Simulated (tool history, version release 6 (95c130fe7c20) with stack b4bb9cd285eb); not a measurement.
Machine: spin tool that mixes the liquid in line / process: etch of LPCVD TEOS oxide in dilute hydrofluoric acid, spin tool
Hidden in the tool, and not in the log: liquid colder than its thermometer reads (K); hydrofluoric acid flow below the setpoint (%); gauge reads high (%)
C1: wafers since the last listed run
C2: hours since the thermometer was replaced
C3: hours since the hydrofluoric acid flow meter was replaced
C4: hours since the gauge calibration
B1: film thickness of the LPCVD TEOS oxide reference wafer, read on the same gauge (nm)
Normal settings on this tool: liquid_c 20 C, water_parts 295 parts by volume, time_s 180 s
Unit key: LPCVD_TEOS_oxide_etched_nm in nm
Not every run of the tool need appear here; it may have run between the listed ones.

{"run": 1, "hour": 0.0, "liquid_c": 20, "water_parts": 295, "time_s": 180, "C1": 0, "C2": 590.2, "C3": 1100.7, "C4": 1993.3, "B1": 125.88, "LPCVD_TEOS_oxide_etched_nm": 11.34}
{"run": 2, "hour": 64.1, "liquid_c": 20, "water_parts": 295, "time_s": 180, "C1": 491, "C2": 654.3, "C3": 1164.8, "C4": 2057.4, "B1": 125.83, "LPCVD_TEOS_oxide_etched_nm": 11.27}
{"run": 3, "hour": 114.2, "liquid_c": 20, "water_parts": 295, "time_s": 180, "C1": 384, "C2": 704.4, "C3": 1214.9, "C4": 2107.5, "B1": 125.94, "LPCVD_TEOS_oxide_etched_nm": 11.35}
{"run": 4, "hour": 159.3, "liquid_c": 20, "water_parts": 295, "time_s": 180, "C1": 345, "C2": 749.5, "C3": 1260, "C4": 2152.6, "B1": 125.96, "LPCVD_TEOS_oxide_etched_nm": 11.44}
{"run": 5, "hour": 206.2, "liquid_c": 22.5, "water_parts": 295, "time_s": 180, "C1": 359, "C2": 796.4, "C3": 1306.9, "C4": 2199.5, "B1": 125.97, "LPCVD_TEOS_oxide_etched_nm": 12.36}
{"run": 6, "hour": 273.2, "liquid_c": 22.5, "water_parts": 295, "time_s": 180, "C1": 513, "C2": 863.4, "C3": 1373.9, "C4": 2266.5, "B1": 125.99, "LPCVD_TEOS_oxide_etched_nm": 12.43}
{"run": 7, "hour": 299.6, "liquid_c": 22.5, "water_parts": 295, "time_s": 180, "C1": 202, "C2": 889.8, "C3": 1400.3, "C4": 2292.9, "B1": 125.96, "LPCVD_TEOS_oxide_etched_nm": 12.31}
{"run": 8, "hour": 353.5, "liquid_c": 20, "water_parts": 240, "time_s": 180, "C1": 413, "C2": 943.7, "C3": 1454.2, "C4": 2346.8, "B1": 126.1, "LPCVD_TEOS_oxide_etched_nm": 14.65}
{"run": 9, "hour": 382.5, "liquid_c": 20, "water_parts": 240, "time_s": 180, "C1": 222, "C2": 972.7, "C3": 1483.2, "C4": 2375.8, "B1": 126.07, "LPCVD_TEOS_oxide_etched_nm": 14.73}
{"hour": 411.0, "done": "gauge calibrated"}
{"hour": 448.8, "done": "hydrofluoric acid flow meter replaced"}
{"run": 10, "hour": 449.3, "liquid_c": 23, "water_parts": 395, "time_s": 180, "C1": 504, "C2": 1039.5, "C3": 0.5, "C4": 38.3, "B1": 120.15, "LPCVD_TEOS_oxide_etched_nm": 8.28}
{"run": 11, "hour": 489.8, "liquid_c": 23, "water_parts": 395, "time_s": 180, "C1": 310, "C2": 1080, "C3": 41, "C4": 78.8, "B1": 120.43, "LPCVD_TEOS_oxide_etched_nm": 8.29}
{"run": 12, "hour": 554.9, "liquid_c": 23, "water_parts": 395, "time_s": 180, "C1": 499, "C2": 1145.1, "C3": 106.1, "C4": 143.9, "B1": 120.85, "LPCVD_TEOS_oxide_etched_nm": 8.23}
{"run": 13, "hour": 625.1, "liquid_c": 20, "water_parts": 295, "time_s": 135, "C1": 538, "C2": 1215.3, "C3": 176.3, "C4": 214.1, "B1": 121.28, "LPCVD_TEOS_oxide_etched_nm": 8.17}
{"run": 14, "hour": 672.1, "liquid_c": 20, "water_parts": 295, "time_s": 130, "C1": 360, "C2": 1262.3, "C3": 223.3, "C4": 261.1, "B1": 121.57, "LPCVD_TEOS_oxide_etched_nm": 7.89}
{"run": 15, "hour": 774.4, "liquid_c": 23, "water_parts": 230, "time_s": 290, "C1": 784, "C2": 1364.6, "C3": 325.6, "C4": 363.4, "B1": 122.05, "LPCVD_TEOS_oxide_etched_nm": 26.95}
{"run": 16, "hour": 838.2, "liquid_c": 18, "water_parts": 180, "time_s": 105, "C1": 489, "C2": 1428.4, "C3": 389.4, "C4": 427.2, "B1": 122.3, "LPCVD_TEOS_oxide_etched_nm": 10.87}
{"run": 17, "hour": 874.7, "liquid_c": 22.5, "water_parts": 295, "time_s": 180, "C1": 279, "C2": 1464.9, "C3": 425.9, "C4": 463.7, "B1": 122.52, "LPCVD_TEOS_oxide_etched_nm": 12.04}
{"run": 18, "hour": 900.7, "liquid_c": 20, "water_parts": 295, "time_s": 180, "C1": 199, "C2": 1490.9, "C3": 451.9, "C4": 489.7, "B1": 122.58, "LPCVD_TEOS_oxide_etched_nm": 11.11}
{"run": 19, "hour": 963.1, "liquid_c": 18.5, "water_parts": 295, "time_s": 130, "C1": 478, "C2": 1553.3, "C3": 514.3, "C4": 552.1, "B1": 122.82, "LPCVD_TEOS_oxide_etched_nm": 7.59}
{"run": 20, "hour": 1034.1, "liquid_c": 24.5, "water_parts": 430, "time_s": 140, "C1": 544, "C2": 1624.3, "C3": 585.3, "C4": 623.1, "B1": 123.1, "LPCVD_TEOS_oxide_etched_nm": 6.13}
{"run": 21, "hour": 1101.3, "liquid_c": 18.5, "water_parts": 295, "time_s": 130, "C1": 515, "C2": 1691.5, "C3": 652.5, "C4": 690.3, "B1": 123.34, "LPCVD_TEOS_oxide_etched_nm": 7.58}
{"hour": 1137.6, "done": "thermometer replaced"}
{"run": 22, "hour": 1147.2, "liquid_c": 20, "water_parts": 295, "time_s": 180, "C1": 344, "C2": 9.6, "C3": 698.4, "C4": 736.2, "B1": 123.46, "LPCVD_TEOS_oxide_etched_nm": 11.15}
{"run": 23, "hour": 1189.3, "liquid_c": 20, "water_parts": 295, "time_s": 180, "C1": 322, "C2": 51.7, "C3": 740.5, "C4": 778.3, "B1": 123.56, "LPCVD_TEOS_oxide_etched_nm": 11.16}
{"run": 24, "hour": 1244.2, "liquid_c": 20, "water_parts": 295, "time_s": 275, "C1": 421, "C2": 106.6, "C3": 795.4, "C4": 833.2, "B1": 123.73, "LPCVD_TEOS_oxide_etched_nm": 17.21}
{"run": 25, "hour": 1283.2, "liquid_c": 20, "water_parts": 425, "time_s": 210, "C1": 299, "C2": 145.6, "C3": 834.4, "C4": 872.2, "B1": 123.89, "LPCVD_TEOS_oxide_etched_nm": 8.12}
{"run": 26, "hour": 1342.5, "liquid_c": 20, "water_parts": 295, "time_s": 105, "C1": 454, "C2": 204.9, "C3": 893.7, "C4": 931.5, "B1": 124.05, "LPCVD_TEOS_oxide_etched_nm": 6.46}
{"run": 27, "hour": 1380.5, "liquid_c": 17.5, "water_parts": 410, "time_s": 85, "C1": 291, "C2": 242.9, "C3": 931.7, "C4": 969.5, "B1": 124.09, "LPCVD_TEOS_oxide_etched_nm": 3.13}
{"run": 28, "hour": 1420.7, "liquid_c": 22.5, "water_parts": 155, "time_s": 230, "C1": 308, "C2": 283.1, "C3": 971.9, "C4": 1009.7, "B1": 124.2, "LPCVD_TEOS_oxide_etched_nm": 34.29}
{"run": 29, "hour": 1471.9, "liquid_c": 20, "water_parts": 395, "time_s": 255, "C1": 392, "C2": 334.3, "C3": 1023.1, "C4": 1060.9, "B1": 124.37, "LPCVD_TEOS_oxide_etched_nm": 10.92}
{"run": 30, "hour": 1654.8, "liquid_c": 20, "water_parts": 215, "time_s": 180, "C1": 1402, "C2": 517.2, "C3": 1206, "C4": 1243.8, "B1": 124.7, "LPCVD_TEOS_oxide_etched_nm": 16.45}
{"run": 31, "hour": 1715.2, "liquid_c": 18, "water_parts": 400, "time_s": 95, "C1": 463, "C2": 577.6, "C3": 1266.4, "C4": 1304.2, "B1": 124.79, "LPCVD_TEOS_oxide_etched_nm": 3.71}
{"run": 32, "hour": 1781.8, "liquid_c": 20, "water_parts": 295, "time_s": 230, "C1": 510, "C2": 644.2, "C3": 1333, "C4": 1370.8, "B1": 124.93, "LPCVD_TEOS_oxide_etched_nm": 14.41}
{"run": 33, "hour": 1824.0, "liquid_c": 23, "water_parts": 395, "time_s": 180, "C1": 323, "C2": 686.4, "C3": 1375.2, "C4": 1413, "B1": 124.96, "LPCVD_TEOS_oxide_etched_nm": 8.47}

Alternative continuations, all from the tool just after run 33; predict every row:
{"run": "A", "hour": 1824.5, "liquid_c": 20, "water_parts": 295, "time_s": 180, "C1": 3, "C2": 686.9, "C3": 1375.7, "C4": 1413.5, "B1": "?", "LPCVD_TEOS_oxide_etched_nm": "?"}
{"run": "B", "hour": 1824.5, "liquid_c": 17, "water_parts": 295, "time_s": 75, "C1": 3, "C2": 686.9, "C3": 1375.7, "C4": 1413.5, "B1": "?", "LPCVD_TEOS_oxide_etched_nm": "?"}
{"run": "C", "hour": 1824.5, "liquid_c": 24.5, "water_parts": 295, "time_s": 80, "C1": 3, "C2": 686.9, "C3": 1375.7, "C4": 1413.5, "B1": "?", "LPCVD_TEOS_oxide_etched_nm": "?"}
{"run": "D", "hour": 1824.5, "liquid_c": 25, "water_parts": 340, "time_s": 180, "C1": 3, "C2": 686.9, "C3": 1375.7, "C4": 1413.5, "B1": "?", "LPCVD_TEOS_oxide_etched_nm": "?"}

run=A B1=124.98 LPCVD_TEOS_oxide_etched_nm=11.21
run=B B1=124.98 LPCVD_TEOS_oxide_etched_nm=4.18
run=C B1=124.98 LPCVD_TEOS_oxide_etched_nm=5.85
run=D B1=124.98 LPCVD_TEOS_oxide_etched_nm=11.12
The same runs, with their run-to-run variation unchanged, on a tool lacking any hidden condition would have given:
run=A LPCVD_TEOS_oxide_etched_nm=10.77
run=B LPCVD_TEOS_oxide_etched_nm=4.01
run=C LPCVD_TEOS_oxide_etched_nm=5.62
run=D LPCVD_TEOS_oxide_etched_nm=10.68
